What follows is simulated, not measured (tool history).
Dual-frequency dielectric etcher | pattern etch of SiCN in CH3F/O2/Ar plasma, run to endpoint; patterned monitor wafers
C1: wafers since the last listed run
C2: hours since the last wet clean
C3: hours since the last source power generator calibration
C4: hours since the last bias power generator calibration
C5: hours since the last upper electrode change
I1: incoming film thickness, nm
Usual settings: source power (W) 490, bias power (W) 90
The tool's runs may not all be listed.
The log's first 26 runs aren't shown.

{"run": 27, "hour": 2416.7, "source power (W)": 610, "bias power (W)": 81, "C1": 1664, "C2": 597.4, "C3": 1307.6, "C4": 342.4, "C5": 304.4, "I1": 9.72, "endpoint time (s)": 23.1}
{"run": 28, "hour": 2463.8, "source power (W)": 490, "bias power (W)": 90, "C1": 739, "C2": 644.5, "C3": 1354.7, "C4": 389.5, "C5": 351.5, "I1": 9.73, "endpoint time (s)": 24.7}
{"run": 29, "hour": 2513.6, "source power (W)": 600, "bias power (W)": 103, "C1": 781, "C2": 694.3, "C3": 1404.5, "C4": 439.3, "C5": 401.3, "I1": 9.78, "endpoint time (s)": 20.7}
{"hour": 2555.4, "done": "wet clean of the chamber"}
{"run": 30, "hour": 2579.6, "source power (W)": 490, "bias power (W)": 69, "C1": 659, "C2": 24.2, "C3": 1470.5, "C4": 505.3, "C5": 467.3, "I1": 9.68, "endpoint time (s)": 28.4}
{"run": 31, "hour": 2683.8, "source power (W)": 600, "bias power (W)": 78, "C1": 1636, "C2": 128.4, "C3": 1574.7, "C4": 609.5, "C5": 571.5, "I1": 9.65, "endpoint time (s)": 23.6}
{"run": 32, "hour": 2783.9, "source power (W)": 490, "bias power (W)": 96, "C1": 1571, "C2": 228.5, "C3": 1674.8, "C4": 709.6, "C5": 671.6, "I1": 9.61, "endpoint time (s)": 23.6}
{"run": 33, "hour": 2865.3, "source power (W)": 490, "bias power (W)": 90, "C1": 1278, "C2": 309.9, "C3": 1756.2, "C4": 791, "C5": 753, "I1": 9.77, "endpoint time (s)": 24.8}
{"run": 34, "hour": 2970.0, "source power (W)": 490, "bias power (W)": 90, "C1": 1643, "C2": 414.6, "C3": 1860.9, "C4": 895.7, "C5": 857.7, "I1": 9.7, "endpoint time (s)": 24.7}

5 ways to go on from here, each from the tool as it stands after run 34. What would each give?
{"run": "A", "hour": 2970.4, "source power (W)": 490, "bias power (W)": 90, "C1": 6, "C2": 415, "C3": 1861.3, "C4": 896.1, "C5": 858.1, "I1": 9.74, "endpoint time (s)": "?"}
{"run": "B", "hour": 2970.4, "source power (W)": 490, "bias power (W)": 76, "C1": 6, "C2": 415, "C3": 1861.3, "C4": 896.1, "C5": 858.1, "I1": 9.74, "endpoint time (s)": "?"}
{"run": "C", "hour": 2970.4, "source power (W)": 560, "bias power (W)": 90, "C1": 6, "C2": 415, "C3": 1861.3, "C4": 896.1, "C5": 858.1, "I1": 9.74, "endpoint time (s)": "?"}
{"run": "D", "hour": 2970.4, "source power (W)": 400, "bias power (W)": 90, "C1": 6, "C2": 415, "C3": 1861.3, "C4": 896.1, "C5": 858.1, "I1": 9.74, "endpoint time (s)": "?"}
{"run": "E", "hour": 2970.4, "source power (W)": 380, "bias power (W)": 111, "C1": 6, "C2": 415, "C3": 1861.3, "C4": 896.1, "C5": 858.1, "I1": 9.74, "endpoint time (s)": "?"}

run=A endpoint_time_(s)=24.6
run=B endpoint_time_(s)=27
run=C endpoint_time_(s)=22.8
run=D endpoint_time_(s)=28
run=E endpoint_time_(s)=26
Without the tool's hidden state the same runs would have given:
run=A endpoint_time_(s)=25
run=B endpoint_time_(s)=27.4
run=C endpoint_time_(s)=23.1
run=D endpoint_time_(s)=28.4
run=E endpoint_time_(s)=26.3
